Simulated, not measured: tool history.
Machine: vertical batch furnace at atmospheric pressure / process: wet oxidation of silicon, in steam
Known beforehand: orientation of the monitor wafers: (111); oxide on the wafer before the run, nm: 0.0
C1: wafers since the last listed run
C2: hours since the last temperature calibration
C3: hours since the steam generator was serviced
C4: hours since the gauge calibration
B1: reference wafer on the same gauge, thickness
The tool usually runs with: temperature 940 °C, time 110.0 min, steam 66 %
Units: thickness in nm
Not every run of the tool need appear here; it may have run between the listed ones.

{"run": 1, "hour": 0.0, "temperature": 940, "time": 110.0, "steam": 66, "C1": 0, "C2": 1940.1, "C3": 2374.3, "C4": 1175.7, "B1": 302.12, "thickness": 315.55}
{"run": 2, "hour": 38.0, "temperature": 940, "time": 110.0, "steam": 66, "C1": 332, "C2": 1978.1, "C3": 2412.3, "C4": 1213.7, "B1": 301.98, "thickness": 319.73}
{"run": 3, "hour": 79.7, "temperature": 930, "time": 110.0, "steam": 66, "C1": 365, "C2": 2019.8, "C3": 2454.0, "C4": 1255.4, "B1": 301.77, "thickness": 294.47}
{"run": 4, "hour": 127.2, "temperature": 930, "time": 110.0, "steam": 66, "C1": 415, "C2": 2067.3, "C3": 2501.5, "C4": 1302.9, "B1": 302.28, "thickness": 296.28}
{"run": 5, "hour": 162.7, "temperature": 930, "time": 110.0, "steam": 66, "C1": 310, "C2": 2102.8, "C3": 2537.0, "C4": 1338.4, "B1": 301.99, "thickness": 294.22}
{"run": 6, "hour": 211.0, "temperature": 933, "time": 110.0, "steam": 66, "C1": 422, "C2": 2151.1, "C3": 2585.3, "C4": 1386.7, "B1": 301.94, "thickness": 301.12}
{"run": 7, "hour": 278.6, "temperature": 940, "time": 110.0, "steam": 66, "C1": 591, "C2": 2218.7, "C3": 2652.9, "C4": 1454.3, "B1": 301.78, "thickness": 318.73}
{"run": 8, "hour": 319.7, "temperature": 940, "time": 110.0, "steam": 66, "C1": 359, "C2": 2259.8, "C3": 2694.0, "C4": 1495.4, "B1": 302.27, "thickness": 318.02}
{"run": 9, "hour": 385.2, "temperature": 940, "time": 110.0, "steam": 66, "C1": 573, "C2": 2325.3, "C3": 2759.5, "C4": 1560.9, "B1": 301.81, "thickness": 317.65}
{"run": 10, "hour": 457.0, "temperature": 940, "time": 88.5, "steam": 66, "C1": 628, "C2": 2397.1, "C3": 2831.3, "C4": 1632.7, "B1": 301.91, "thickness": 270.96}
{"run": 11, "hour": 663.3, "temperature": 940, "time": 88.5, "steam": 66, "C1": 1805, "C2": 2603.4, "C3": 3037.6, "C4": 1839.0, "B1": 301.86, "thickness": 270.41}
{"hour": 726.7, "done": "steam generator serviced"}
{"run": 12, "hour": 734.0, "temperature": 940, "time": 110.0, "steam": 66, "C1": 408, "C2": 2674.1, "C3": 7.3, "C4": 1909.7, "B1": 302.11, "thickness": 308.11}
{"run": 13, "hour": 789.1, "temperature": 940, "time": 110.0, "steam": 66, "C1": 482, "C2": 2729.2, "C3": 62.4, "C4": 1964.8, "B1": 301.42, "thickness": 307.77}
{"run": 14, "hour": 823.8, "temperature": 940, "time": 110.0, "steam": 66, "C1": 303, "C2": 2763.9, "C3": 97.1, "C4": 1999.5, "B1": 302.18, "thickness": 304.07}
{"run": 15, "hour": 856.2, "temperature": 940, "time": 110.0, "steam": 66, "C1": 283, "C2": 2796.3, "C3": 129.5, "C4": 2031.9, "B1": 302.04, "thickness": 308.01}
{"run": 16, "hour": 906.1, "temperature": 940, "time": 110.0, "steam": 66, "C1": 436, "C2": 2846.2, "C3": 179.4, "C4": 2081.8, "B1": 301.72, "thickness": 305.46}
{"hour": 985.1, "done": "steam generator serviced, repeated, since the last time left the tool worse"}
{"run": 17, "hour": 985.6, "temperature": 940, "time": 110.0, "steam": 66, "C1": 485, "C2": 2925.7, "C3": 0.5, "C4": 2161.3, "B1": 301.91, "thickness": 327.21}
{"run": 18, "hour": 1021.2, "temperature": 940, "time": 110.0, "steam": 66, "C1": 311, "C2": 2961.3, "C3": 36.1, "C4": 2196.9, "B1": 301.84, "thickness": 328.89}
{"hour": 1031.3, "done": "gauge calibrated"}
{"run": 19, "hour": 1069.3, "temperature": 933, "time": 72.5, "steam": 71, "C1": 421, "C2": 3009.4, "C3": 84.2, "C4": 38.0, "B1": 301.72, "thickness": 242.13}
{"run": 20, "hour": 1123.1, "temperature": 948, "time": 138.0, "steam": 66, "C1": 470, "C2": 3063.2, "C3": 138.0, "C4": 91.8, "B1": 301.97, "thickness": 400.61}
{"run": 21, "hour": 1169.7, "temperature": 940, "time": 110.0, "steam": 66, "C1": 407, "C2": 3109.8, "C3": 184.6, "C4": 138.4, "B1": 301.93, "thickness": 325.19}
{"run": 22, "hour": 1207.7, "temperature": 926, "time": 125.5, "steam": 66, "C1": 332, "C2": 3147.8, "C3": 222.6, "C4": 176.4, "B1": 302.19, "thickness": 321.79}
{"run": 23, "hour": 1262.2, "temperature": 940, "time": 83.0, "steam": 55, "C1": 477, "C2": 3202.3, "C3": 277.1, "C4": 230.9, "B1": 301.92, "thickness": 232.08}
{"run": 24, "hour": 1325.6, "temperature": 930, "time": 126.0, "steam": 76, "C1": 554, "C2": 3265.7, "C3": 340.5, "C4": 294.3, "B1": 301.83, "thickness": 365.04}
{"hour": 1378.3, "done": "thermocouples replaced and temperature profile calibrated"}
{"run": 25, "hour": 1378.8, "temperature": 917, "time": 110.0, "steam": 66, "C1": 255, "C2": 0.5, "C3": 393.7, "C4": 347.5, "B1": 301.88, "thickness": 268.8}
{"run": 26, "hour": 1433.4, "temperature": 946, "time": 110.0, "steam": 76, "C1": 477, "C2": 55.1, "C3": 448.3, "C4": 402.1, "B1": 302.38, "thickness": 371.31}
{"run": 27, "hour": 1490.4, "temperature": 952, "time": 139.0, "steam": 71, "C1": 498, "C2": 112.1, "C3": 505.3, "C4": 459.1, "B1": 302.36, "thickness": 432.55}
{"run": 28, "hour": 1532.7, "temperature": 919, "time": 110.0, "steam": 66, "C1": 370, "C2": 154.4, "C3": 547.6, "C4": 501.4, "B1": 301.69, "thickness": 272.39}
{"run": 29, "hour": 1562.5, "temperature": 948, "time": 138.0, "steam": 66, "C1": 260, "C2": 184.2, "C3": 577.4, "C4": 531.2, "B1": 301.84, "thickness": 396.95}
{"run": 30, "hour": 1756.7, "temperature": 940, "time": 110.0, "steam": 66, "C1": 1699, "C2": 378.4, "C3": 771.6, "C4": 725.4, "B1": 301.68, "thickness": 319.4}
{"run": 31, "hour": 1785.0, "temperature": 956, "time": 110.0, "steam": 66, "C1": 247, "C2": 406.7, "C3": 799.9, "C4": 753.7, "B1": 302.21, "thickness": 360.62}
{"run": 32, "hour": 1844.4, "temperature": 948, "time": 152.5, "steam": 78, "C1": 519, "C2": 466.1, "C3": 859.3, "C4": 813.1, "B1": 302.41, "thickness": 471.19}
{"run": 33, "hour": 1877.7, "temperature": 940, "time": 143.5, "steam": 76, "C1": 291, "C2": 499.4, "C3": 892.6, "C4": 846.4, "B1": 301.81, "thickness": 420.94}

Below are 4 alternative next runs, each starting from the tool's condition after run 33. Predict each:
{"run": "A", "hour": 1883.1, "temperature": 926, "time": 110.0, "steam": 66, "C1": 47, "C2": 504.8, "C3": 898.0, "C4": 851.8, "B1": "?", "thickness": "?"}
{"run": "B", "hour": 1883.1, "temperature": 926, "time": 133.0, "steam": 57, "C1": 47, "C2": 504.8, "C3": 898.0, "C4": 851.8, "B1": "?", "thickness": "?"}
{"run": "C", "hour": 1883.1, "temperature": 931, "time": 110.0, "steam": 58, "C1": 47, "C2": 504.8, "C3": 898.0, "C4": 851.8, "B1": "?", "thickness": "?"}
{"run": "D", "hour": 1883.1, "temperature": 928, "time": 130.0, "steam": 66, "C1": 47, "C2": 504.8, "C3": 898.0, "C4": 851.8, "B1": "?", "thickness": "?"}

run=A B1=301.88 thickness=288.07
run=B B1=301.88 thickness=297.24
run=C B1=301.88 thickness=273.04
run=D B1=301.88 thickness=329.87
Take away the tool's hidden state, keep each run's random variation, and the runs would have read:
run=A thickness=296.77
run=B thickness=306.17
run=C thickness=281.31
run=D thickness=339.58

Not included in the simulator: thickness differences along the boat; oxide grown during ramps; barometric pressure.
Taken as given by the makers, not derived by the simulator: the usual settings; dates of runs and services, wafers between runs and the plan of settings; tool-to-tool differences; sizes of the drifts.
